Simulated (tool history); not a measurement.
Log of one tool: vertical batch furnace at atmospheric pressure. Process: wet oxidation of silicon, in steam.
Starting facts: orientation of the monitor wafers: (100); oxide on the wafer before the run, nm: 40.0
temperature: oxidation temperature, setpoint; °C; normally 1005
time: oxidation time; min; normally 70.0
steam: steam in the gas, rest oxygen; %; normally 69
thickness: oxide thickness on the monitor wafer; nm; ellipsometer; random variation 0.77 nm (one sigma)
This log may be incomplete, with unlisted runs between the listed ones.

run     day  temperature   time  steam  read-back reference wafer on the same gauge, thickness  thickness
  1   0.000         1005   70.0     65                                                  279.92     319.49
  2   2.246         1005   70.0     65                                                  279.93     320.24
  3   3.325         1005   70.0     65                                                  279.88     319.17
  4   6.296         1005   70.0     69                                                  280.10     330.97
  5   8.112         1013   70.0     66                                                  279.99     340.09
  6   9.325         1005   70.0     69                                                  280.04     331.34
     12.558  -- gauge calibrated
     14.542  -- thermocouples replaced and temperature profile calibrated
     15.062  -- steam generator serviced
  7  17.267         1005   70.0     69                                                  280.27     322.87
  8  19.167         1005   84.0     65                                                  280.07     350.29
     21.767  -- steam generator serviced, repeated, since the last time left the tool worse
  9  21.871         1005   70.0     69                                                  280.04     345.76
 10  23.471         1005   70.0     60                                                  279.91     315.71
 11  26.292          981   49.0     69                                                  279.99     227.34
 12  27.517         1005   93.5     72                                                  280.06     427.52
 13  28.950         1020   60.0     78                                                  280.09     370.79
 14  31.233         1005  101.5     69                                                  279.81     434.47

Table of differences, measured result less the result of that run with no hidden state. Run-to-run variation is the same in both. Gauge scatter possibly is not:
Hidden conditions of the tool in this case: true tube temperature minus thermocouple reading, K; steam share off its setpoint, % of the setpoint; gauge reads high (%).
run  thickness
  1     -13.01
  2     -13.09
  3     -13.07
  4     -13.58
  5     -13.82
  6     -13.66
  7     -22.45
  8     -24.77
  9      -0.09
 10      -0.46
 11      -0.83
 12      -1.82
 13      -1.92
 14      -2.90
